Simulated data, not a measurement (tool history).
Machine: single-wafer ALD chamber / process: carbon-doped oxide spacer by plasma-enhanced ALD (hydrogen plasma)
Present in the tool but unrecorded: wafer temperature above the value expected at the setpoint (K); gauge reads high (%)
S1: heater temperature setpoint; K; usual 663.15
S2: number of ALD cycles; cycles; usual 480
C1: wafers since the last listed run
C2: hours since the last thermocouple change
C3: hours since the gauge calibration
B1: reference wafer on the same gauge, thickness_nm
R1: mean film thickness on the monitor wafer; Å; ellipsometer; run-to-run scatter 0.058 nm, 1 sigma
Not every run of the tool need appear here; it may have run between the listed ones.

Run 1, hour 0.0: usual settings; C1 0; C2 2067.1; C3 103.8; B1 21.404. Result: R1 230.72 Å.
Run 2, hour 35.4: usual settings; C1 37; C2 2102.5; C3 139.2; B1 21.366. Result: R1 229.15 Å.
Run 3, hour 71.3: usual settings; C1 38; C2 2138.4; C3 175.1; B1 21.355. Result: R1 230.75 Å.
Run 4, hour 99.3: usual settings; C1 29; C2 2166.4; C3 203.1; B1 21.375. Result: R1 230.56 Å.
Run 5, hour 175.2: usual settings; C1 81; C2 2242.3; C3 279.0; B1 21.306. Result: R1 229.85 Å.
Run 6, hour 197.7: usual settings; C1 24; C2 2264.8; C3 301.5; B1 21.294. Result: R1 230.81 Å.
Run 7, hour 219.5: usual settings; C1 23; C2 2286.6; C3 323.3; B1 21.281. Result: R1 229.72 Å.
Run 8, hour 253.3: usual settings; C1 36; C2 2320.4; C3 357.1; B1 21.284. Result: R1 228.62 Å.
Run 9, hour 278.6: usual settings; C1 27; C2 2345.7; C3 382.4; B1 21.243. Result: R1 229.19 Å.
Run 10, hour 301.9: usual settings; C1 24; C2 2369.0; C3 405.7; B1 21.220. Result: R1 228.55 Å.
Run 11, hour 317.9: usual settings but S1 658.15 K, S2 547 cycles; C1 17; C2 2385.0; C3 421.7; B1 21.212. Result: R1 260.61 Å.
Run 12, hour 335.5: usual settings but S2 519 cycles; C1 18; C2 2402.6; C3 439.3; B1 21.225. Result: R1 247.41 Å.
Run 13, hour 368.8: usual settings; C1 35; C2 2435.9; C3 472.6; B1 21.177. Result: R1 227.10 Å.
Run 14, hour 402.0: usual settings; C1 35; C2 2469.1; C3 505.8; B1 21.151. Result: R1 228.37 Å.
Run 15, hour 418.4: usual settings; C1 17; C2 2485.5; C3 522.2; B1 21.141. Result: R1 228.39 Å.
At hour 439.8: thermocouple changed; heater temperature recalibrated.
Run 16, hour 446.5: usual settings but S1 658.15 K, S2 398 cycles; C1 21; C2 6.7; C3 550.3; B1 21.131. Result: R1 188.36 Å.
Run 17, hour 472.5: usual settings but S1 655.15 K, S2 411 cycles; C1 27; C2 32.7; C3 576.3; B1 21.085. Result: R1 195.29 Å.
Run 18, hour 489.5: usual settings but S1 656.15 K; C1 18; C2 49.7; C3 593.3; B1 21.060. Result: R1 227.38 Å.
At hour 498.4: gauge calibrated.
Run 19, hour 501.7: usual settings but S1 656.15 K, S2 530 cycles; C1 13; C2 61.9; C3 3.3; B1 21.430. Result: R1 255.59 Å.
Run 20, hour 520.3: usual settings but S1 648.15 K, S2 416 cycles; C1 19; C2 80.5; C3 21.9; B1 21.434. Result: R1 200.44 Å.
Run 21, hour 542.9: usual settings; C1 24; C2 103.1; C3 44.5; B1 21.427. Result: R1 232.14 Å.
Run 22, hour 574.7: usual settings but S2 553 cycles; C1 34; C2 134.9; C3 76.3; B1 21.417. Result: R1 266.29 Å.
Run 23, hour 601.9: usual settings; C1 29; C2 162.1; C3 103.5; B1 21.436. Result: R1 231.25 Å.
Run 24, hour 616.6: usual settings but S1 658.15 K, S2 513 cycles; C1 15; C2 176.8; C3 118.2; B1 21.405. Result: R1 246.20 Å.
Run 25, hour 643.7: usual settings but S1 677.15 K; C1 29; C2 203.9; C3 145.3; B1 21.404. Result: R1 228.22 Å.
Run 26, hour 659.0: usual settings; C1 16; C2 219.2; C3 160.6; B1 21.392. Result: R1 230.93 Å.
Run 27, hour 686.2: usual settings but S2 390 cycles; C1 29; C2 246.4; C3 187.8; B1 21.395. Result: R1 187.19 Å.
Run 28, hour 702.9: usual settings but S1 668.15 K, S2 554 cycles; C1 17; C2 263.1; C3 204.5; B1 21.362. Result: R1 266.22 Å.
Run 29, hour 723.1: usual settings but S1 667.15 K; C1 21; C2 283.3; C3 224.7; B1 21.389. Result: R1 231.33 Å.

Below are 3 alternative next runs, each starting from the tool's condition after run 29. Predict each:
Run A, hour 724.2: usual settings but S1 668.15 K; C1 1; C2 284.4; C3 225.8; B1 ?. Result: R1 ?.
Run B, hour 724.2: usual settings but S1 649.15 K, S2 427 cycles; C1 1; C2 284.4; C3 225.8; B1 ?. Result: R1 ?.
Run C, hour 724.2: usual settings but S2 405 cycles; C1 1; C2 284.4; C3 225.8; B1 ?. Result: R1 ?.

run      B1      R1
  A  21.364  230.76
  B  21.364  205.28
  C  21.364  194.70
With no hidden state in the tool, these same runs would have given:
run      R1
  A  230.99
  B  205.49
  C  194.90
